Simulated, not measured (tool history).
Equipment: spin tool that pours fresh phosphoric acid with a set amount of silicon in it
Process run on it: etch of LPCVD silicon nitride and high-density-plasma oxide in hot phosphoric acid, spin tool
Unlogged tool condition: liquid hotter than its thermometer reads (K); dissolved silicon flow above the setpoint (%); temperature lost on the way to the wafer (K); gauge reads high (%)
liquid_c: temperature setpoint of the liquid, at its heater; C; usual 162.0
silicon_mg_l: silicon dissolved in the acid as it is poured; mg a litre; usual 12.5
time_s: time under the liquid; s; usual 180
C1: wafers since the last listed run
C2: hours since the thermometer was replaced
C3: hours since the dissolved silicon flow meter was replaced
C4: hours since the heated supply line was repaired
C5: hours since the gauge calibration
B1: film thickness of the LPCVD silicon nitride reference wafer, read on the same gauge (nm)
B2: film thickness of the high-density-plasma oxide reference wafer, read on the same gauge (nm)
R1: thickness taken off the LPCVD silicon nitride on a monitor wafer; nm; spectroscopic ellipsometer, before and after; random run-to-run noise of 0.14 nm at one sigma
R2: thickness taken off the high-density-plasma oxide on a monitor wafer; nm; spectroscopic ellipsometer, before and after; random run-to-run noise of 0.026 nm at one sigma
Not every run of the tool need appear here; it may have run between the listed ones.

Run 1, hour 0.0: usual settings; C1 0; C2 1533.4; C3 2032.0; C4 1465.2; C5 1386.6; B1 70.05; B2 90.042. Result: R1 14.89 nm, R2 0.635 nm.
Run 2, hour 63.6: usual settings; C1 471; C2 1597.0; C3 2095.6; C4 1528.8; C5 1450.2; B1 70.03; B2 89.961. Result: R1 14.87 nm, R2 0.647 nm.
Run 3, hour 133.8: usual settings but time_s 135 s; C1 519; C2 1667.2; C3 2165.8; C4 1599.0; C5 1520.4; B1 70.02; B2 90.006. Result: R1 11.24 nm, R2 0.474 nm.
Run 4, hour 180.1: usual settings but time_s 135 s; C1 342; C2 1713.5; C3 2212.1; C4 1645.3; C5 1566.7; B1 69.98; B2 89.983. Result: R1 11.01 nm, R2 0.514 nm.
At hour 223.9: gauge calibrated.
Run 5, hour 261.9: usual settings but liquid_c 163.5 C, silicon_mg_l 17.5 mg a litre, time_s 285 s; C1 605; C2 1795.3; C3 2293.9; C4 1727.1; C5 38.0; B1 69.98; B2 89.993. Result: R1 24.94 nm, R2 1.049 nm.
At hour 283.2: dissolved silicon flow meter replaced.
Run 6, hour 368.5: usual settings but silicon_mg_l 20.0 mg a litre; C1 782; C2 1901.9; C3 85.3; C4 1833.7; C5 144.6; B1 69.99; B2 90.022. Result: R1 15.16 nm, R2 0.524 nm.
At hour 386.0: thermometer replaced.
Run 7, hour 407.2: usual settings but liquid_c 165.0 C, time_s 260 s; C1 279; C2 21.2; C3 124.0; C4 1872.4; C5 183.3; B1 70.00; B2 90.008. Result: R1 22.36 nm, R2 1.020 nm.
Run 8, hour 465.1: usual settings but liquid_c 161.0 C, silicon_mg_l 3.5 mg a litre, time_s 110 s; C1 428; C2 79.1; C3 181.9; C4 1930.3; C5 241.2; B1 69.99; B2 89.978. Result: R1 8.15 nm, R2 0.366 nm.
Run 9, hour 544.9: usual settings but liquid_c 163.5 C, silicon_mg_l 8.0 mg a litre; C1 591; C2 158.9; C3 261.7; C4 2010.1; C5 321.0; B1 70.00; B2 90.039. Result: R1 14.37 nm, R2 0.694 nm.
Run 10, hour 584.3: usual settings but liquid_c 163.5 C, silicon_mg_l 17.5 mg a litre, time_s 210 s; C1 291; C2 198.3; C3 301.1; C4 2049.5; C5 360.4; B1 69.97; B2 89.977. Result: R1 17.13 nm, R2 0.590 nm.
Run 11, hour 638.1: usual settings but liquid_c 161.0 C; C1 398; C2 252.1; C3 354.9; C4 2103.3; C5 414.2; B1 70.03; B2 90.005. Result: R1 13.32 nm, R2 0.470 nm.
Run 12, hour 694.9: usual settings but liquid_c 163.0 C, time_s 80 s; C1 420; C2 308.9; C3 411.7; C4 2160.1; C5 471.0; B1 70.03; B2 89.975. Result: R1 6.31 nm, R2 0.269 nm.
Run 13, hour 748.7: usual settings; C1 398; C2 362.7; C3 465.5; C4 2213.9; C5 524.8; B1 69.94; B2 90.013. Result: R1 13.86 nm, R2 0.537 nm.
Run 14, hour 828.1: usual settings but liquid_c 164.0 C, time_s 155 s; C1 588; C2 442.1; C3 544.9; C4 2293.3; C5 604.2; B1 69.99; B2 89.991. Result: R1 12.65 nm, R2 0.520 nm.
Run 15, hour 911.1: usual settings; C1 614; C2 525.1; C3 627.9; C4 2376.3; C5 687.2; B1 69.96; B2 89.982. Result: R1 13.94 nm, R2 0.547 nm.
At hour 929.6: heated supply line repaired.
Run 16, hour 1072.1: usual settings but liquid_c 163.5 C, silicon_mg_l 18.5 mg a litre, time_s 90 s; C1 1184; C2 686.1; C3 788.9; C4 142.5; C5 848.2; B1 70.02; B2 90.000. Result: R1 8.15 nm, R2 0.310 nm.
Run 17, hour 1138.3: usual settings but silicon_mg_l 6.5 mg a litre, time_s 220 s; C1 490; C2 752.3; C3 855.1; C4 208.7; C5 914.4; B1 70.01; B2 89.995. Result: R1 18.98 nm, R2 0.965 nm.
Run 18, hour 1238.3: usual settings; C1 740; C2 852.3; C3 955.1; C4 308.7; C5 1014.4; B1 70.01; B2 90.019. Result: R1 15.32 nm, R2 0.658 nm.
Run 19, hour 1312.0: usual settings; C1 545; C2 926.0; C3 1028.8; C4 382.4; C5 1088.1; B1 69.99; B2 89.983. Result: R1 15.35 nm, R2 0.627 nm.
Run 20, hour 1357.3: usual settings; C1 335; C2 971.3; C3 1074.1; C4 427.7; C5 1133.4; B1 69.99; B2 90.012. Result: R1 15.39 nm, R2 0.708 nm.
Run 21, hour 1463.1: usual settings but liquid_c 160.5 C, silicon_mg_l 15.5 mg a litre; C1 783; C2 1077.1; C3 1179.9; C4 533.5; C5 1239.2; B1 69.99; B2 90.005. Result: R1 14.74 nm, R2 0.565 nm.

Here are 4 independent what-if runs from the current tool condition. What would each one return?
Run A, hour 1463.6: usual settings; C1 3; C2 1077.6; C3 1180.4; C4 534.0; C5 1239.7; B1 ?; B2 ?. Result: R1 ?, R2 ?.
Run B, hour 1463.6: usual settings but liquid_c 160.0 C, silicon_mg_l 16.0 mg a litre, time_s 105 s; C1 3; C2 1077.6; C3 1180.4; C4 534.0; C5 1239.7; B1 ?; B2 ?. Result: R1 ?, R2 ?.
Run C, hour 1463.6: usual settings but liquid_c 164.0 C, silicon_mg_l 7.0 mg a litre, time_s 225 s; C1 3; C2 1077.6; C3 1180.4; C4 534.0; C5 1239.7; B1 ?; B2 ?. Result: R1 ?, R2 ?.
Run D, hour 1463.6: usual settings but liquid_c 160.5 C; C1 3; C2 1077.6; C3 1180.4; C4 534.0; C5 1239.7; B1 ?; B2 ?. Result: R1 ?, R2 ?.

run     B1      B2     R1     R2
  A  70.02  89.972  15.42  0.659
  B  70.02  89.972   8.41  0.305
  C  70.02  89.972  20.59  1.076
  D  70.02  89.972  14.67  0.590
With the hidden condition removed and each run's random variation left untouched, the same runs would have given:
run     R1     R2
  A  15.04  0.624
  B   8.20  0.288
  C  20.08  1.019
  D  14.30  0.559

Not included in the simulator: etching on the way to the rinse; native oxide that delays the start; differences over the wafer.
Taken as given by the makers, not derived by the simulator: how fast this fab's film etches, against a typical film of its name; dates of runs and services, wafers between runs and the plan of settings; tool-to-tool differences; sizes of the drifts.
